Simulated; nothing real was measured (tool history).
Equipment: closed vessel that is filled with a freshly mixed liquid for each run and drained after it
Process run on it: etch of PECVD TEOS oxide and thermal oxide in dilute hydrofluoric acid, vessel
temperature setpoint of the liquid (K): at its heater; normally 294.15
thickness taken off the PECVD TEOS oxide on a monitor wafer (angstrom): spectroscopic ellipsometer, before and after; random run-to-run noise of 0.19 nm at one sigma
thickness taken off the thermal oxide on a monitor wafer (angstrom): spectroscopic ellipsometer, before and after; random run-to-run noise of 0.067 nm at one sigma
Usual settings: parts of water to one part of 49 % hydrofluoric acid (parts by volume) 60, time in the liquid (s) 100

run,hour,temperature setpoint of the liquid (K),parts of water to one part of 49 % hydrofluoric acid (parts by volume),time in the liquid (s),"read-back film thickness of the PECVD TEOS oxide reference wafer, read on the same gauge (nm)","read-back film thickness of the thermal oxide reference wafer, read on the same gauge (nm)",thickness taken off the PECVD TEOS oxide on a monitor wafer (angstrom),thickness taken off the thermal oxide on a monitor wafer (angstrom)
1,0.0,294.15,45,130,60.01,49.96,453.9,143.2
2,14.3,294.15,60,100,60.01,50.01,259.3,81.5
3,28.4,294.15,60,100,59.98,50.02,260.0,82.2
4,44.9,294.15,70,100,60.00,50.02,220.2,70.0
5,58.2,294.15,70,100,60.00,50.01,215.8,69.6
# hour 64.1: thermometer replaced
6,80.9,291.15,40,100,59.99,50.03,317.9,100.5
7,113.4,294.15,80,100,60.01,50.01,169.4,53.5
# hour 147.0: hydrofluoric acid flow meter replaced
8,147.9,294.15,70,100,60.00,49.99,195.1,62.5
9,163.5,290.15,60,120,60.01,49.99,235.8,75.1
10,193.9,294.15,60,100,59.99,49.98,232.3,73.9
11,214.3,295.65,60,125,60.01,50.00,309.5,98.5
12,229.9,294.15,50,125,59.98,50.01,352.4,111.5
13,258.2,294.15,60,100,60.00,50.00,233.7,73.7
14,290.2,298.15,75,45,60.01,50.01,97.5,30.8
15,325.6,294.15,85,45,60.02,50.02,71.5,22.9
16,346.6,294.15,75,100,60.01,49.99,181.0,58.2
17,380.1,294.15,60,65,60.02,50.01,152.0,49.3
18,400.2,294.15,60,100,60.01,49.99,232.4,74.4
19,422.2,290.15,85,100,59.99,50.01,135.2,43.6
20,456.3,290.15,70,160,59.99,50.00,273.0,86.5
21,492.1,296.65,30,100,59.99,49.99,546.8,175.4
22,516.5,294.15,60,100,60.00,49.99,235.1,74.9

Run 23 has not been measured yet. What should we expect?
23,543.1,292.65,50,155,?,?,?,?

Logged for run 23: read-back film thickness of the PECVD TEOS oxide reference wafer, read on the same gauge (nm) 60.00, read-back film thickness of the thermal oxide reference wafer, read on the same gauge (nm) 49.99, thickness taken off the PECVD TEOS oxide on a monitor wafer (angstrom) 415.8, thickness taken off the thermal oxide on a monitor wafer (angstrom) 133.6.
Take away the tool's hidden state, keep the run-to-run variation as it was, and the same run would have given thickness taken off the PECVD TEOS oxide on a monitor wafer (angstrom) 402.9, thickness taken off the thermal oxide on a monitor wafer (angstrom) 129.5.
